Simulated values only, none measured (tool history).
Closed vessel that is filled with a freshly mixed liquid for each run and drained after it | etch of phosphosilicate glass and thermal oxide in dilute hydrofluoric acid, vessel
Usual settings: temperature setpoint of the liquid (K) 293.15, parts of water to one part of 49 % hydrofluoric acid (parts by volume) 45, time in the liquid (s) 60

run	hour	temperature setpoint of the liquid (K)	parts of water to one part of 49 % hydrofluoric acid (parts by volume)	time in the liquid (s)	read-back film thickness of the phosphosilicate glass reference wafer, read on the same gauge (nm)	read-back film thickness of the thermal oxide reference wafer, read on the same gauge (nm)	thickness taken off the phosphosilicate glass on a monitor wafer (angstrom)	thickness taken off the thermal oxide on a monitor wafer (angstrom)
1	0	290.15	45	60	49.99	109.99	1507.7	43
2	17.3	290.15	45	60	49.98	109.99	1500.3	42.1
3	33.8	290.15	45	60	49.99	110.02	1502.3	41.5
4	47.9	293.15	45	60	50.04	109.96	1700.5	47.7
5	61.3	293.15	45	60	50.06	109.99	1702.8	47.7
6	69.7	293.15	45	60	49.96	109.96	1698.9	47.8
7	75.7	293.15	45	60	49.98	110.03	1705.3	47.6
8	90.9	293.15	45	60	50.03	110.02	1697.2	47
9	97.6	293.15	45	60	49.99	110	1695.2	46.9
10	105.7	293.15	50	80	50	110	2014.3	56.3
11	115.3	293.15	50	60	50.02	110.01	1509.1	42.1
12	128.1	293.15	60	70	50	109.95	1669.5	46.4
13	134.5	291.15	30	70	49.97	110.05	3151.8	89.4
14	148.4	293.15	45	60	50.01	110.04	1927.1	54
15	159.2	293.15	45	60	49.95	110	2137.5	60.3
16	171.2	293.15	25	85	49.97	109.98	5578.1	157.4
17	183.2	291.65	45	75	50.01	110.04	2498.6	69.6
18	200.8	296.65	25	80	50	110.02	6077	171.7
19	213.6	293.15	45	35	49.99	109.99	1230.8	34.6

Taken out of this log: 3 entries between the listed runs. Where each belongs, and how the hidden state differs across it:
Between runs 10 and 11: gauge calibrated (hour 111)
  liquid colder than its thermometer reads (K): 2.53 -> 2.54; hydrofluoric acid flow below the setpoint (%): 12.6 -> 12.7
  measured less the result without the state, thickness taken off the phosphosilicate glass on a monitor wafer (angstrom): -574.1 -> -433.2; thickness taken off the thermal oxide on a monitor wafer (angstrom): -16.1 -> -12.1
Between runs 11 and 12: hydrofluoric acid flow meter replaced (hour 118)
  liquid colder than its thermometer reads (K): 2.54 -> 2.55; hydrofluoric acid flow below the setpoint (%): 12.7 -> 0.48
  measured less the result without the state, thickness taken off the phosphosilicate glass on a monitor wafer (angstrom): -433.2 -> -201.2; thickness taken off the thermal oxide on a monitor wafer (angstrom): -12.1 -> -5.5
Between runs 14 and 15: thermometer replaced (hour 149.8)
  liquid colder than its thermometer reads (K): 2.57 -> 0.17; hydrofluoric acid flow below the setpoint (%): 0.695 -> 0.81
  measured less the result without the state, thickness taken off the phosphosilicate glass on a monitor wafer (angstrom): -241.5 -> -34.3; thickness taken off the thermal oxide on a monitor wafer (angstrom): -6.8 -> -1
